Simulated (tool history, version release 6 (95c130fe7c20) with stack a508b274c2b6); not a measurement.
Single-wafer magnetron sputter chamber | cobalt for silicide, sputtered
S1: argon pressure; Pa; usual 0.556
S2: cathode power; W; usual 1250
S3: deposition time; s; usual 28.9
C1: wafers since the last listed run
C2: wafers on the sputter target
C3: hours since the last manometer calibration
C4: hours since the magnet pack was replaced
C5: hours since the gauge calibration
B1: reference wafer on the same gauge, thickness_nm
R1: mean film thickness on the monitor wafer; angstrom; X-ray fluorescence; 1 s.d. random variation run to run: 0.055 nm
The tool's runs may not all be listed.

run	day	S1	S2	S3	C1	C2	C3	C4	C5	B1	R1
1	0	0.484	1250	32.2	0	1455	1020.6	9583.6	1406.6	15.57	196.18
2	4.283	0.484	1250	32.2	2479	3934	1123.4	9686.4	1509.4	15.614	194.44
3	6.758	0.556	1250	28.9	1432	5367	1182.8	9745.8	1568.8	15.616	171.85
4	8.854	0.725	1250	28.9	1213	6581	1233.1	9796.1	1619.1	15.59	163.82
5	10.625	0.725	1250	28.9	1025	7606	1275.6	9838.6	1661.6	15.611	162.75
6	13.229	0.725	1250	28.9	1507	9113	1338.1	9901.1	1724.1	15.588	162.94
# day 15.329: sputter target and shields replaced
7	15.471	0.556	1250	28.9	1104	81	1391.9	9954.9	1777.9	15.597	172.74
8	17.529	0.556	1250	28.9	1191	1272	1441.3	10004.3	1827.3	15.593	172.05
9	20.488	0.556	1250	28.9	1712	2985	1512.3	10075.3	1898.3	15.599	173.9
10	23.758	0.556	1250	28.9	1893	4878	1590.8	10153.8	1976.8	15.609	172.11
11	26.454	0.556	1250	28.9	1560	6439	1655.5	10218.5	2041.5	15.573	171.08
12	29.825	0.556	1250	28.9	1951	8390	1736.4	10299.4	2122.4	15.589	170.83
# day 30.896: magnet pack replaced
# day 33.642: sputter target and shields replaced
13	38.988	0.556	1250	28.9	4918	3095	1956.3	194.2	2342.3	15.616	173.54
14	42.171	0.416	1250	28.9	1842	4938	2032.7	270.6	2418.7	15.606	179.21
15	45.954	0.667	1050	24.2	2190	7128	2123.5	361.4	2509.5	15.601	119.8
16	47.471	0.556	1150	28.9	878	8006	2159.9	397.8	2545.9	15.611	158.77
17	50.35	0.556	1250	28.9	1666	9672	2229	466.9	2615	15.611	169.53
# day 55.454: sputter target and shields replaced
18	63.496	0.439	1550	28.9	7417	4655	2544.5	782.4	2930.5	15.622	217.63
# day 69.908: gauge calibrated
19	72.85	0.556	1400	30.8	5415	10070	2769	1006.9	70.6	15.6	201.84
# day 74.125: capacitance manometer re-zeroed and calibrated
# day 75.979: sputter target and shields replaced
20	76	0.556	950	28.9	1437	12	45	1082.5	146.2	15.62	135.1
21	79.112	0.556	1250	28.9	1801	1814	119.7	1157.2	220.9	15.588	170.52
22	81.333	0.556	1250	28.9	1285	3100	173	1210.5	274.2	15.604	170.7
23	84.342	0.764	1250	28.9	1741	4841	245.2	1282.7	346.4	15.594	161.41
24	86.004	0.746	1000	32.3	962	5804	285.1	1322.6	386.3	15.609	149.32
25	89.158	0.728	1500	26.7	1825	7630	360.8	1398.3	462	15.591	175.54
26	91.825	0.556	1250	28.9	1543	9173	424.8	1462.3	526	15.591	169.26
# day 95.012: sputter target and shields replaced
27	96.304	0.62	1250	27	2400	747	532.3	1569.8	633.5	15.603	157.97

Hidden state or all else? Some run-to-run changes of R1, split into what the settings, what came in and random variation would give without the hidden state, and what is left for the hidden state (with any gauge scatter that isn't in both results):
What the log doesn't record here: deposition rate above that of a new target (%); true argon pressure above the setpoint (%); gauge reads high (%).
Run 6 -> 7: S1 0.725 -> 0.556, sputter target and shields replaced. R1 +9.8 angstrom: hidden state +3.18, all else +6.62.
Run 14 -> 15: S1 0.416 -> 0.667, S2 1250 -> 1050, S3 28.9 -> 24.2. R1 -59.41 angstrom: hidden state -0.14, all else -59.27.
Run 17 -> 18: S1 0.556 -> 0.439, S2 1250 -> 1550, sputter target and shields replaced. R1 +48.1 angstrom: hidden state +3.86, all else +44.24.
Run 19 -> 20: S2 1400 -> 950, S3 30.8 -> 28.9, capacitance manometer re-zeroed and calibrated, sputter target and shields replaced. R1 -66.74 angstrom: hidden state +1.11, all else -67.85.
